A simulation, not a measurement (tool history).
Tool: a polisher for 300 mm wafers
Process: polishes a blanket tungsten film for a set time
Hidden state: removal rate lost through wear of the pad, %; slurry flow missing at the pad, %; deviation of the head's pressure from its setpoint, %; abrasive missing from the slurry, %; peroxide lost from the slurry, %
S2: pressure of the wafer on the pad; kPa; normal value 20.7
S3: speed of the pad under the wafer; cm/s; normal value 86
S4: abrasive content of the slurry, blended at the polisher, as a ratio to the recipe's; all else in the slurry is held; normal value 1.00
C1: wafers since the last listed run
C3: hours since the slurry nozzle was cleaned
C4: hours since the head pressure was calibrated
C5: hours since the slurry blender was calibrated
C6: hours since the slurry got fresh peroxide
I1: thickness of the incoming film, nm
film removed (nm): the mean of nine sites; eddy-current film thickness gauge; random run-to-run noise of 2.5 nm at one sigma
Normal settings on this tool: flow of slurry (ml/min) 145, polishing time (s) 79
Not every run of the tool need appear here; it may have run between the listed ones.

{"run": 1, "day": 0.0, "flow of slurry (ml/min)": 145, "S2": 20.7, "S3": 86, "S4": 1.0, "polishing time (s)": 79, "C1": 0, "wafers polished on this pad": 2600, "C3": 310.4, "C4": 827.9, "C5": 370.6, "C6": 148.9, "I1": 1382.4, "film removed (nm)": 211.3}
{"run": 2, "day": 2.962, "flow of slurry (ml/min)": 145, "S2": 20.7, "S3": 86, "S4": 1.0, "polishing time (s)": 79, "C1": 668, "wafers polished on this pad": 3268, "C3": 381.5, "C4": 899.0, "C5": 441.7, "C6": 220.0, "I1": 1419.9, "film removed (nm)": 209.8}
{"day": 3.075, "done": "slurry blender recalibrated"}
{"run": 3, "day": 6.796, "flow of slurry (ml/min)": 145, "S2": 24.8, "S3": 110, "S4": 1.0, "polishing time (s)": 65, "C1": 846, "wafers polished on this pad": 4115, "C3": 473.5, "C4": 991.0, "C5": 89.3, "C6": 312.0, "I1": 1397.8, "film removed (nm)": 239.4}
{"day": 7.179, "done": "slurry nozzle cleaned"}
{"run": 4, "day": 9.354, "flow of slurry (ml/min)": 100, "S2": 20.7, "S3": 68, "S4": 1.0, "polishing time (s)": 79, "C1": 568, "wafers polished on this pad": 4683, "C3": 52.2, "C4": 1052.4, "C5": 150.7, "C6": 373.4, "I1": 1402.6, "film removed (nm)": 156.0}
{"day": 10.038, "done": "head pressure recalibrated"}
{"day": 10.204, "done": "worn pad replaced by a new one"}
{"run": 5, "day": 10.504, "flow of slurry (ml/min)": 145, "S2": 24.1, "S3": 86, "S4": 1.0, "polishing time (s)": 79, "C1": 203, "wafers polished on this pad": 67, "C3": 79.8, "C4": 11.2, "C5": 178.3, "C6": 401.0, "I1": 1390.1, "film removed (nm)": 230.4}
{"run": 6, "day": 12.167, "flow of slurry (ml/min)": 120, "S2": 20.7, "S3": 106, "S4": 1.0, "polishing time (s)": 79, "C1": 375, "wafers polished on this pad": 442, "C3": 119.7, "C4": 51.1, "C5": 218.2, "C6": 440.9, "I1": 1395.0, "film removed (nm)": 230.5}
{"day": 13.129, "done": "slurry tank refilled with fresh slurry and peroxide"}
{"run": 7, "day": 13.642, "flow of slurry (ml/min)": 145, "S2": 20.7, "S3": 86, "S4": 1.0, "polishing time (s)": 79, "C1": 323, "wafers polished on this pad": 766, "C3": 155.1, "C4": 86.5, "C5": 253.6, "C6": 12.3, "I1": 1399.8, "film removed (nm)": 220.6}
{"run": 8, "day": 18.267, "flow of slurry (ml/min)": 145, "S2": 20.7, "S3": 104, "S4": 1.0, "polishing time (s)": 79, "C1": 1043, "wafers polished on this pad": 1810, "C3": 266.1, "C4": 197.5, "C5": 364.6, "C6": 123.3, "I1": 1422.8, "film removed (nm)": 245.3}
{"run": 9, "day": 20.962, "flow of slurry (ml/min)": 145, "S2": 26.2, "S3": 78, "S4": 1.0, "polishing time (s)": 79, "C1": 608, "wafers polished on this pad": 2418, "C3": 330.8, "C4": 262.2, "C5": 429.3, "C6": 188.0, "I1": 1392.5, "film removed (nm)": 228.5}
{"run": 10, "day": 22.246, "flow of slurry (ml/min)": 170, "S2": 14.5, "S3": 86, "S4": 1.15, "polishing time (s)": 93, "C1": 289, "wafers polished on this pad": 2708, "C3": 361.6, "C4": 293.0, "C5": 460.1, "C6": 218.8, "I1": 1400.5, "film removed (nm)": 199.6}
{"day": 24.583, "done": "slurry blender recalibrated"}
{"run": 11, "day": 24.658, "flow of slurry (ml/min)": 145, "S2": 20.7, "S3": 98, "S4": 0.85, "polishing time (s)": 79, "C1": 525, "wafers polished on this pad": 3233, "C3": 419.5, "C4": 350.9, "C5": 1.8, "C6": 276.7, "I1": 1403.8, "film removed (nm)": 213.8}
{"run": 12, "day": 26.488, "flow of slurry (ml/min)": 145, "S2": 20.7, "S3": 86, "S4": 1.0, "polishing time (s)": 79, "C1": 412, "wafers polished on this pad": 3646, "C3": 463.4, "C4": 394.8, "C5": 45.7, "C6": 320.6, "I1": 1412.4, "film removed (nm)": 202.1}
{"run": 13, "day": 28.171, "flow of slurry (ml/min)": 145, "S2": 20.7, "S3": 86, "S4": 1.0, "polishing time (s)": 79, "C1": 379, "wafers polished on this pad": 4026, "C3": 503.8, "C4": 435.2, "C5": 86.1, "C6": 361.0, "I1": 1399.6, "film removed (nm)": 203.0}
{"day": 29.017, "done": "slurry nozzle cleaned"}
{"day": 29.362, "done": "worn pad replaced by a new one"}
{"run": 14, "day": 29.383, "flow of slurry (ml/min)": 145, "S2": 20.7, "S3": 58, "S4": 1.2, "polishing time (s)": 79, "C1": 226, "wafers polished on this pad": 4, "C3": 8.8, "C4": 464.3, "C5": 115.2, "C6": 390.1, "I1": 1407.6, "film removed (nm)": 156.6}
{"run": 15, "day": 31.054, "flow of slurry (ml/min)": 145, "S2": 20.7, "S3": 98, "S4": 0.85, "polishing time (s)": 79, "C1": 377, "wafers polished on this pad": 381, "C3": 48.9, "C4": 504.4, "C5": 155.3, "C6": 430.2, "I1": 1426.6, "film removed (nm)": 207.3}
{"day": 32.158, "done": "slurry tank refilled with fresh slurry and peroxide"}
{"run": 16, "day": 32.667, "flow of slurry (ml/min)": 145, "S2": 26.9, "S3": 86, "S4": 1.2, "polishing time (s)": 79, "C1": 354, "wafers polished on this pad": 736, "C3": 87.6, "C4": 543.1, "C5": 194.0, "C6": 12.2, "I1": 1393.8, "film removed (nm)": 285.5}
{"run": 17, "day": 35.4, "flow of slurry (ml/min)": 145, "S2": 20.7, "S3": 116, "S4": 0.8, "polishing time (s)": 79, "C1": 616, "wafers polished on this pad": 1353, "C3": 153.2, "C4": 608.7, "C5": 259.6, "C6": 77.8, "I1": 1391.9, "film removed (nm)": 252.6}
{"run": 18, "day": 36.754, "flow of slurry (ml/min)": 145, "S2": 20.7, "S3": 86, "S4": 0.75, "polishing time (s)": 79, "C1": 305, "wafers polished on this pad": 1658, "C3": 185.7, "C4": 641.2, "C5": 292.1, "C6": 110.3, "I1": 1408.1, "film removed (nm)": 191.3}
{"run": 19, "day": 37.821, "flow of slurry (ml/min)": 160, "S2": 18.6, "S3": 86, "S4": 1.1, "polishing time (s)": 101, "C1": 240, "wafers polished on this pad": 1899, "C3": 211.3, "C4": 666.8, "C5": 317.7, "C6": 135.9, "I1": 1374.8, "film removed (nm)": 255.3}
{"run": 20, "day": 39.188, "flow of slurry (ml/min)": 125, "S2": 20.7, "S3": 58, "S4": 1.0, "polishing time (s)": 79, "C1": 308, "wafers polished on this pad": 2208, "C3": 244.1, "C4": 699.6, "C5": 350.5, "C6": 168.7, "I1": 1422.3, "film removed (nm)": 151.8}
{"run": 21, "day": 40.758, "flow of slurry (ml/min)": 145, "S2": 20.7, "S3": 86, "S4": 1.0, "polishing time (s)": 79, "C1": 354, "wafers polished on this pad": 2562, "C3": 281.8, "C4": 737.3, "C5": 388.2, "C6": 206.4, "I1": 1409.6, "film removed (nm)": 204.3}
{"run": 22, "day": 42.212, "flow of slurry (ml/min)": 145, "S2": 20.7, "S3": 86, "S4": 1.0, "polishing time (s)": 79, "C1": 328, "wafers polished on this pad": 2890, "C3": 316.7, "C4": 772.2, "C5": 423.1, "C6": 241.3, "I1": 1393.0, "film removed (nm)": 205.7}
{"day": 43.904, "done": "slurry blender recalibrated"}
{"day": 49.712, "done": "slurry nozzle cleaned"}
{"day": 50.379, "done": "worn pad replaced by a new one"}
{"run": 23, "day": 50.4, "flow of slurry (ml/min)": 145, "S2": 20.7, "S3": 86, "S4": 1.0, "polishing time (s)": 79, "C1": 1782, "wafers polished on this pad": 4, "C3": 16.5, "C4": 968.7, "C5": 155.9, "C6": 437.8, "I1": 1376.0, "film removed (nm)": 198.6}
{"day": 51.908, "done": "slurry tank refilled with fresh slurry and peroxide"}
{"run": 24, "day": 53.046, "flow of slurry (ml/min)": 165, "S2": 17.9, "S3": 86, "S4": 0.8, "polishing time (s)": 87, "C1": 587, "wafers polished on this pad": 592, "C3": 80.0, "C4": 1032.2, "C5": 219.4, "C6": 27.3, "I1": 1422.6, "film removed (nm)": 208.8}
{"run": 25, "day": 54.317, "flow of slurry (ml/min)": 145, "S2": 20.7, "S3": 62, "S4": 0.7, "polishing time (s)": 99, "C1": 286, "wafers polished on this pad": 879, "C3": 110.5, "C4": 1062.7, "C5": 249.9, "C6": 57.8, "I1": 1387.3, "film removed (nm)": 188.9}

Each row is a separate what-if for the run after 25, all from the same tool condition, not one after another. Results?
{"run": "A", "day": 54.333, "flow of slurry (ml/min)": 145, "S2": 20.7, "S3": 86, "S4": 1.0, "polishing time (s)": 71, "C1": 3, "wafers polished on this pad": 883, "C3": 110.9, "C4": 1063.1, "C5": 250.3, "C6": 58.2, "I1": 1420.9, "film removed (nm)": "?"}
{"run": "B", "day": 54.333, "flow of slurry (ml/min)": 145, "S2": 20.7, "S3": 114, "S4": 1.0, "polishing time (s)": 79, "C1": 3, "wafers polished on this pad": 883, "C3": 110.9, "C4": 1063.1, "C5": 250.3, "C6": 58.2, "I1": 1420.9, "film removed (nm)": "?"}
{"run": "C", "day": 54.333, "flow of slurry (ml/min)": 145, "S2": 20.7, "S3": 58, "S4": 1.3, "polishing time (s)": 79, "C1": 3, "wafers polished on this pad": 883, "C3": 110.9, "C4": 1063.1, "C5": 250.3, "C6": 58.2, "I1": 1420.9, "film removed (nm)": "?"}
{"run": "D", "day": 54.333, "flow of slurry (ml/min)": 145, "S2": 24.1, "S3": 86, "S4": 1.1, "polishing time (s)": 55, "C1": 3, "wafers polished on this pad": 883, "C3": 110.9, "C4": 1063.1, "C5": 250.3, "C6": 58.2, "I1": 1420.9, "film removed (nm)": "?"}
{"run": "E", "day": 54.333, "flow of slurry (ml/min)": 170, "S2": 20.7, "S3": 86, "S4": 1.0, "polishing time (s)": 79, "C1": 3, "wafers polished on this pad": 883, "C3": 110.9, "C4": 1063.1, "C5": 250.3, "C6": 58.2, "I1": 1420.9, "film removed (nm)": "?"}

run=A film_removed_(nm)=197.0
run=B film_removed_(nm)=275.8
run=C film_removed_(nm)=176.6
run=D film_removed_(nm)=177.9
run=E film_removed_(nm)=225.4
Take away the tool's hidden state, keep each run's random variation, and the runs would have read:
run=A film_removed_(nm)=202.7
run=B film_removed_(nm)=283.9
run=C film_removed_(nm)=181.8
run=D film_removed_(nm)=183.2
run=E film_removed_(nm)=232.0

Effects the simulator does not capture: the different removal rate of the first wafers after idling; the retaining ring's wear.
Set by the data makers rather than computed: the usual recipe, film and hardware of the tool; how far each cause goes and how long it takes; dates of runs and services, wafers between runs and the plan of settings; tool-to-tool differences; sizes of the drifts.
